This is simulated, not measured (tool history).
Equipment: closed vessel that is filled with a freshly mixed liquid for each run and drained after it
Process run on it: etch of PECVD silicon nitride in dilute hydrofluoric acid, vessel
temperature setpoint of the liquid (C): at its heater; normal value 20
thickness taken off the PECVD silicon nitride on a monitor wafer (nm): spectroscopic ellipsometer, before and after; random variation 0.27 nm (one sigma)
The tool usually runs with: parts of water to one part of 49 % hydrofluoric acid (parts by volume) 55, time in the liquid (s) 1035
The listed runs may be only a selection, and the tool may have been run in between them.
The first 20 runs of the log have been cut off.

run	hour	temperature setpoint of the liquid (C)	parts of water to one part of 49 % hydrofluoric acid (parts by volume)	time in the liquid (s)	wafers since the last listed run	hours since the thermometer was replaced	hours since the hydrofluoric acid flow meter was replaced	hours since the gauge calibration	read-back film thickness of the PECVD silicon nitride reference wafer, read on the same gauge (nm)	thickness taken off the PECVD silicon nitride on a monitor wafer (nm)
21	494.3	17.5	80	1330	1831	76.6	95.4	417.4	49.99	40.91
22	522.6	17	35	1035	1609	104.9	123.7	445.7	50	68.68
23	535.5	18	55	770	733	117.8	136.6	458.6	50	34.93
24	557.8	20	55	560	1268	140.1	158.9	480.9	50	29.36
25	591.2	17.5	30	1460	1899	173.5	192.3	514.3	50.01	114.65
26	607.4	20	55	1035	921	189.7	208.5	530.5	49.99	54.07
27	622	18	55	1035	830	204.3	223.1	545.1	50.02	46.8
28	648.9	20	55	420	1530	231.2	250	572	49.98	21.74
29	663.5	20	30	1035	830	245.8	264.6	586.6	50.02	97.26
30	679.1	17	80	690	887	261.4	280.2	602.2	50.03	20.29
31	694.3	23.5	65	650	864	276.6	295.4	617.4	50	36.71
32	713.2	20	55	1035	1075	295.5	314.3	636.3	50.02	54.36

Forecast each of these 4 alternatives for the next run:
A	714.1	20	55	1035	51	296.4	315.2	637.2	?	?
B	714.1	17.5	80	1035	51	296.4	315.2	637.2	?	?
C	714.1	17	55	860	51	296.4	315.2	637.2	?	?
D	714.1	17	80	520	51	296.4	315.2	637.2	?	?

run	read-back film thickness of the PECVD silicon nitride reference wafer, read on the same gauge (nm)	thickness taken off the PECVD silicon nitride on a monitor wafer (nm)
A	50	54.26
B	50	31.66
C	50	36.51
D	50	15.36
Without the tool's unlogged condition, the same runs would have read:
run	thickness taken off the PECVD silicon nitride on a monitor wafer (nm)
A	55.44
B	32.35
C	37.33
D	15.7

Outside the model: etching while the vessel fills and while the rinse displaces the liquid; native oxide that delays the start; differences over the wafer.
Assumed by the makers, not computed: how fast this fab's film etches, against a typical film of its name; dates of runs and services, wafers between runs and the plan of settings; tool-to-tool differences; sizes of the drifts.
